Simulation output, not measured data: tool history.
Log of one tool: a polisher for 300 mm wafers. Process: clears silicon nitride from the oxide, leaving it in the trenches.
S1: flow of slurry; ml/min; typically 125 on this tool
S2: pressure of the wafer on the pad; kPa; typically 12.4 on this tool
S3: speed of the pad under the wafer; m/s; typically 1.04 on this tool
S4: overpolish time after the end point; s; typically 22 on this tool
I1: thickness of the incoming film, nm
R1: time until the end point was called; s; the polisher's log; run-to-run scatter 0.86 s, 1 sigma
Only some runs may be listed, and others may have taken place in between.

run,hour,S1,S2,S3,S4,I1,R1
1,0.0,115,12.4,1.04,22,69.2,95.7
2,117.4,125,12.4,1.04,22,69.8,97.6
# hour 188.6: worn pad replaced by a new one
3,193.7,125,12.4,1.04,22,69.0,96.7
4,291.8,125,12.4,1.04,22,69.8,103.7
# hour 364.5: slurry nozzle cleaned
5,368.0,125,12.4,1.04,22,68.9,92.8
# hour 400.6: head pressure recalibrated
6,451.9,125,12.4,1.04,22,69.9,94.2
7,550.0,125,12.4,1.04,22,69.5,94.3
8,647.6,125,12.4,1.04,22,69.9,95.1
9,689.0,125,12.4,1.04,30,69.0,96.6
10,766.8,125,12.4,1.04,30,69.1,97.2
# hour 775.2: worn pad replaced by a new one
11,862.2,125,12.4,1.04,22,70.1,101.2
# hour 879.0: slurry nozzle cleaned
12,899.0,125,12.4,1.04,22,69.1,93.3
13,960.9,125,12.4,1.04,22,71.0,97.1
14,1023.2,110,12.4,1.04,27,70.2,98.9
15,1125.3,125,12.4,1.04,22,70.1,96.0
16,1232.1,125,12.4,1.04,22,69.2,99.5
17,1297.6,125,12.4,1.04,22,68.9,100.2
# hour 1329.2: worn pad replaced by a new one
# hour 1365.4: head pressure recalibrated
18,1398.4,145,12.4,0.82,22,69.8,126.0
19,1447.7,160,15.2,1.24,32,69.1,70.1
# hour 1480.4: slurry nozzle cleaned
20,1496.7,125,11.0,0.90,22,70.1,120.5
21,1540.8,125,12.4,0.92,22,70.5,108.1
22,1643.1,125,12.4,1.04,32,71.0,96.1
23,1728.4,125,12.4,1.04,22,70.3,97.3
24,1791.0,140,12.4,1.04,22,69.3,95.3
# hour 1885.4: worn pad replaced by a new one, of another model than before
25,1885.9,125,10.3,1.04,17,70.6,109.0
26,1981.1,105,12.4,1.04,13,70.4,101.3
# hour 2019.8: slurry nozzle cleaned
27,2034.3,125,12.4,1.04,22,70.0,93.2
28,2088.8,140,9.7,1.24,26,69.6,99.1
29,2189.3,125,9.7,1.16,22,69.6,105.7
30,2280.7,140,12.4,1.04,22,70.0,95.2
31,2317.0,100,15.9,0.90,10,70.7,90.5
# hour 2388.9: worn pad replaced by a new one
32,2416.9,125,12.4,1.04,22,69.2,96.6
33,2463.0,160,12.4,1.04,15,70.1,95.5

Run 34, settings as shown, results not yet in. Your forecast:
# hour 2550.0: slurry nozzle cleaned
34,2563.0,80,11.0,0.84,16,70.5,?

Logged for run 34: R1 120.6 s.
Minus the tool's unlogged condition, the same run would have read R1 120.6 s.

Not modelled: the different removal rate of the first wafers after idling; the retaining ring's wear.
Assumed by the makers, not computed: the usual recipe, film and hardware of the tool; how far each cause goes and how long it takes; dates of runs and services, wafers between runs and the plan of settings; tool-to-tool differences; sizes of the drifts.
